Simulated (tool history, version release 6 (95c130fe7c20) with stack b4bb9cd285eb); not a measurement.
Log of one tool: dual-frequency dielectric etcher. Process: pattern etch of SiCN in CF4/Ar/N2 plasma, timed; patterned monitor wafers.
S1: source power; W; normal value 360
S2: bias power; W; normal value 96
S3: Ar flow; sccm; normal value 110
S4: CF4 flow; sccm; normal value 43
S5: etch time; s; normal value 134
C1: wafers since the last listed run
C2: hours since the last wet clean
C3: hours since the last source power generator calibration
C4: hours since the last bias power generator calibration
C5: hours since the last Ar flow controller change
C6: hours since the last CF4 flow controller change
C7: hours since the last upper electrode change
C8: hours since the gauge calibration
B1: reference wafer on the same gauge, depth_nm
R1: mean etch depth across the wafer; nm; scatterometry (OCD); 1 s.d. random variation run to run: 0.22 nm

run 1 hour=0 | S1=360 S2=96 S3=110 S4=43 S5=134 | C1=0 C2=244.2 C3=1429.9 C4=3657.4 C5=4691.7 C6=3745.6 C7=2891.2 C8=1520.2 | B1=108.3 | R1=108.5
run 2 hour=101.7 | S1=360 S2=96 S3=102 S4=43 S5=134 | C1=936 C2=345.9 C3=1531.6 C4=3759.1 C5=4793.4 C6=3847.3 C7=2992.9 C8=1621.9 | B1=108.5 | R1=109.3
run 3 hour=199.3 | S1=360 S2=96 S3=92 S4=43 S5=134 | C1=898 C2=443.5 C3=1629.2 C4=3856.7 C5=4891 C6=3944.9 C7=3090.5 C8=1719.5 | B1=108.7 | R1=110.8
-- hour=228.2 wet clean of the chamber
run 4 hour=262.7 | S1=360 S2=89 S3=110 S4=43 S5=134 | C1=362 C2=34.5 C3=1692.6 C4=3920.1 C5=4954.4 C6=4008.3 C7=3153.9 C8=1782.9 | B1=108.9 | R1=104.7
run 5 hour=359.7 | S1=360 S2=89 S3=110 S4=43 S5=134 | C1=893 C2=131.5 C3=1789.6 C4=4017.1 C5=5051.4 C6=4105.3 C7=3250.9 C8=1879.9 | B1=109.1 | R1=105.6
run 6 hour=452 | S1=360 S2=96 S3=110 S4=43 S5=134 | C1=850 C2=223.8 C3=1881.9 C4=4109.4 C5=5143.7 C6=4197.6 C7=3343.2 C8=1972.2 | B1=109.3 | R1=109.4
-- hour=488.5 CF4 flow controller replaced
-- hour=512.7 gauge calibrated
run 7 hour=558.4 | S1=360 S2=96 S3=110 S4=43 S5=134 | C1=924 C2=330.2 C3=1988.3 C4=4215.8 C5=5250.1 C6=69.9 C7=3449.6 C8=45.7 | B1=107 | R1=107.5
-- hour=595 source power generator calibrated
run 8 hour=601.9 | S1=360 S2=96 S3=110 S4=43 S5=119.5 | C1=363 C2=373.7 C3=6.9 C4=4259.3 C5=5293.6 C6=113.4 C7=3493.1 C8=89.2 | B1=106.9 | R1=95.3
-- hour=642.7 wet clean of the chamber
run 9 hour=676.9 | S1=360 S2=96 S3=110 S4=43 S5=134 | C1=469 C2=34.2 C3=81.9 C4=4334.3 C5=5368.6 C6=188.4 C7=3568.1 C8=164.2 | B1=107 | R1=107
-- hour=770.3 upper electrode replaced
run 10 hour=770.8 | S1=280 S2=83 S3=88 S4=43 S5=134 | C1=643 C2=128.1 C3=175.8 C4=4428.2 C5=5462.5 C6=282.3 C7=0.5 C8=258.1 | B1=106.9 | R1=83.3
run 11 hour=840.8 | S1=360 S2=96 S3=110 S4=34 S5=161 | C1=644 C2=198.1 C3=245.8 C4=4498.2 C5=5532.5 C6=352.3 C7=70.5 C8=328.1 | B1=107.1 | R1=124.5
-- hour=924.1 bias power generator calibrated
run 12 hour=938.5 | S1=360 S2=96 S3=110 S4=43 S5=134 | C1=862 C2=295.8 C3=343.5 C4=14.4 C5=5630.2 C6=450 C7=168.2 C8=425.8 | B1=107.1 | R1=107.1
run 13 hour=1062.7 | S1=360 S2=105 S3=126 S4=43 S5=134 | C1=1143 C2=420 C3=467.7 C4=138.6 C5=5754.4 C6=574.2 C7=292.4 C8=550 | B1=107.1 | R1=109.7
-- hour=1095.4 wet clean of the chamber
-- hour=1141.2 Ar flow controller replaced
run 14 hour=1155.6 | S1=360 S2=96 S3=110 S4=34 S5=161 | C1=579 C2=60.2 C3=560.6 C4=231.5 C5=14.4 C6=667.1 C7=385.3 C8=642.9 | B1=107.2 | R1=124.9
run 15 hour=1224.3 | S1=270 S2=111 S3=110 S4=43 S5=169.5 | C1=632 C2=128.9 C3=629.3 C4=300.2 C5=83.1 C6=735.8 C7=454 C8=711.6 | B1=107.4 | R1=113.8
run 16 hour=1312.8 | S1=360 S2=103 S3=110 S4=34 S5=94 | C1=815 C2=217.4 C3=717.8 C4=388.7 C5=171.6 C6=824.3 C7=542.5 C8=800.1 | B1=107.3 | R1=75.2
run 17 hour=1414.6 | S1=430 S2=96 S3=123 S4=43 S5=134 | C1=937 C2=319.2 C3=819.6 C4=490.5 C5=273.4 C6=926.1 C7=644.3 C8=901.9 | B1=107.6 | R1=123
run 18 hour=1457.3 | S1=360 S2=96 S3=110 S4=48 S5=134 | C1=393 C2=361.9 C3=862.3 C4=533.2 C5=316.1 C6=968.8 C7=687 C8=944.6 | B1=107.5 | R1=109.5
-- hour=1511.7 wet clean of the chamber
run 19 hour=1512.2 | S1=360 S2=96 S3=92 S4=43 S5=134 | C1=284 C2=0.5 C3=917.2 C4=588.1 C5=371 C6=1023.7 C7=741.9 C8=999.5 | B1=107.6 | R1=109.7
run 20 hour=1572.9 | S1=360 S2=75 S3=110 S4=43 S5=134 | C1=559 C2=61.2 C3=977.9 C4=648.8 C5=431.7 C6=1084.4 C7=802.6 C8=1060.2 | B1=107.7 | R1=96.8

Each row is a separate what-if for the run after 20, all from the same tool condition, not one after another. Results?
run A hour=1573.4 | S1=360 S2=96 S3=110 S4=43 S5=121.5 | C1=4 C2=61.7 C3=978.4 C4=649.3 C5=432.2 C6=1084.9 C7=803.1 C8=1060.7 | B1=? | R1=?
run B hour=1573.4 | S1=360 S2=96 S3=110 S4=36 S5=99 | C1=4 C2=61.7 C3=978.4 C4=649.3 C5=432.2 C6=1084.9 C7=803.1 C8=1060.7 | B1=? | R1=?
run C hour=1573.4 | S1=360 S2=96 S3=110 S4=43 S5=154 | C1=4 C2=61.7 C3=978.4 C4=649.3 C5=432.2 C6=1084.9 C7=803.1 C8=1060.7 | B1=? | R1=?
run D hour=1573.4 | S1=360 S2=96 S3=100 S4=36 S5=134 | C1=4 C2=61.7 C3=978.4 C4=649.3 C5=432.2 C6=1084.9 C7=803.1 C8=1060.7 | B1=? | R1=?
run E hour=1573.4 | S1=360 S2=96 S3=110 S4=50 S5=134 | C1=4 C2=61.7 C3=978.4 C4=649.3 C5=432.2 C6=1084.9 C7=803.1 C8=1060.7 | B1=? | R1=?

run=A B1=107.6 R1=97.5
run=B B1=107.6 R1=77.6
run=C B1=107.6 R1=123.6
run=D B1=107.6 R1=106.3
run=E B1=107.6 R1=109.8
Had the tool no hidden state, the same runs would have come out as:
run=A R1=96.9
run=B R1=77.1
run=C R1=122.9
run=D R1=105.6
run=E R1=109.1
